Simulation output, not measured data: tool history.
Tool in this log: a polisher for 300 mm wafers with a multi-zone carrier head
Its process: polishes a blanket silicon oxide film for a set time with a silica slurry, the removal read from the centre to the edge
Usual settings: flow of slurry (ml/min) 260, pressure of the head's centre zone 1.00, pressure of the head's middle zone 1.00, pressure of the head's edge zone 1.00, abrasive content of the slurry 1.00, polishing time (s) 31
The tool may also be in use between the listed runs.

run	hour	flow of slurry (ml/min)	pressure of the head's centre zone	pressure of the head's middle zone	pressure of the head's edge zone	abrasive content of the slurry	polishing time (s)	incoming thickness of the incoming film, nm	film removed at the wafer's centre (nm)	film removed at mid-radius (nm)	film removed at the wafer's edge (nm)
1	0.0	260	1.08	1.00	1.00	1.00	31	989.8	114.8	110.0	112.3
# hour 8.9: worn pad replaced by a new one
# hour 13.7: edge zone pressure recalibrated
# hour 32.2: slurry nozzle cleaned, repeated, since the last time left the tool worse
2	38.5	260	1.08	1.00	1.00	1.00	31	1019.7	123.7	116.9	118.9
3	54.1	260	1.08	1.00	1.00	1.00	31	994.8	124.0	117.0	118.1
4	70.9	260	1.00	1.00	1.00	1.15	31	1012.6	123.6	125.6	120.7
# hour 84.8: carrier head's membrane replaced by a new one
5	85.3	260	1.08	1.00	1.00	1.00	34	988.2	135.6	127.2	130.0
6	90.1	285	0.89	1.00	1.00	1.00	31	987.2	101.5	116.3	116.8
# hour 100.7: worn pad replaced by a new one
7	101.1	210	1.00	1.00	1.00	1.00	31	1017.1	111.4	113.4	114.1
8	109.5	330	1.00	0.95	0.90	1.00	26	1006.2	96.5	94.4	94.0
9	123.2	260	1.00	1.00	1.00	1.00	31	1008.6	114.3	116.0	118.7
10	132.8	260	1.00	1.00	1.00	1.00	34	991.0	123.7	126.2	127.3
11	139.4	260	1.00	1.00	1.00	1.10	31	983.1	118.5	121.9	119.7
12	155.1	260	1.08	1.00	0.96	1.00	39	1000.9	153.4	145.1	146.7
13	163.0	260	1.00	1.00	1.00	1.25	23	984.0	93.7	95.2	96.4
# hour 180.5: centre zone pressure recalibrated
14	204.3	260	1.00	1.04	1.00	1.00	31	990.0	114.0	120.3	119.0
# hour 211.7: worn pad replaced by a new one
15	214.3	290	1.00	0.91	1.00	0.75	38	1008.1	121.0	113.8	126.0
16	232.1	260	0.92	1.00	1.00	1.00	31	995.7	103.9	115.6	117.2
17	243.6	190	1.00	1.00	1.00	1.00	31	988.0	109.9	112.2	115.1
18	252.2	260	1.00	1.00	1.00	1.00	31	987.2	114.2	115.5	120.2
19	262.0	260	0.90	1.00	1.00	0.80	31	996.6	90.0	102.8	100.9
20	277.2	260	1.00	1.00	1.00	1.00	31	991.6	113.2	116.8	118.1
21	293.4	260	1.00	0.93	1.00	1.00	40	997.5	147.4	140.8	154.3

Branching from run 21: 4 alternative next runs. What would each branch give?
A	293.8	260	1.00	1.11	1.00	1.00	31	1002.4	?	?	?
B	293.8	260	0.93	0.88	1.00	1.10	31	1002.4	?	?	?
C	293.8	195	1.00	1.00	1.00	1.00	31	1002.4	?	?	?
D	293.8	300	1.00	1.00	1.03	1.25	42	1002.4	?	?	?

run	film removed at the wafer's centre (nm)	film removed at mid-radius (nm)	film removed at the wafer's edge (nm)
A	114.5	126.9	116.1
B	111.1	109.2	121.8
C	111.2	113.2	114.1
D	173.7	176.2	177.4
The same runs, with their run-to-run variation unchanged, on a tool lacking any hidden condition would have given:
run	film removed at the wafer's centre (nm)	film removed at mid-radius (nm)	film removed at the wafer's edge (nm)
A	115.7	128.2	116.9
B	112.3	110.3	122.7
C	112.7	114.6	115.1
D	175.4	177.7	178.6

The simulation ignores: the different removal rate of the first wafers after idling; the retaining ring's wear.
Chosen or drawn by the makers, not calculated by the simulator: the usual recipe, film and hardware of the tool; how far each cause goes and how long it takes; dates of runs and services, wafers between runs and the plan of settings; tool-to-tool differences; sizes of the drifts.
